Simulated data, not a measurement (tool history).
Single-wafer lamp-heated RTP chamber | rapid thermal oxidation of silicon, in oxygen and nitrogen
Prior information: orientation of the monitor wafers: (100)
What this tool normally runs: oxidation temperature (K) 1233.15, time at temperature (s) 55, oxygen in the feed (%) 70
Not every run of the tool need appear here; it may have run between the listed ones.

run	hour	oxidation temperature (K)	time at temperature (s)	oxygen in the feed (%)	read-back reference wafer on the same gauge, thickness	oxide thickness on the monitor wafer (angstrom)
1	0	1233.15	55	70	3.542	36.73
2	27.4	1233.15	55	70	3.541	37.32
3	48	1233.15	55	70	3.539	37.14
4	81	1233.15	55	70	3.54	37.63
5	109.4	1233.15	55	70	3.545	37.36
# hour 114.9: gauge calibrated
# hour 131.2: pyrometer window cleaned and pyrometer calibrated
6	137.3	1233.15	55	70	3.536	37.25
7	155.4	1233.15	55	70	3.542	37
# hour 172.2: oxygen flow controller replaced
8	174.2	1233.15	55	78	3.541	38.43
9	200.5	1233.15	55	78	3.543	38.9
10	223.5	1218.15	37	92	3.54	31.58
11	244.9	1233.15	55	70	3.537	37.52

Forecast run 12:
12	263.1	1221.15	38	70	?	?

read-back reference wafer on the same gauge, thickness: 3.542
oxide thickness on the monitor wafer (angstrom): 30.42
On a tool with no hidden condition, and with the same random variation, this run would have come out at oxide thickness on the monitor wafer (angstrom) 30.42.

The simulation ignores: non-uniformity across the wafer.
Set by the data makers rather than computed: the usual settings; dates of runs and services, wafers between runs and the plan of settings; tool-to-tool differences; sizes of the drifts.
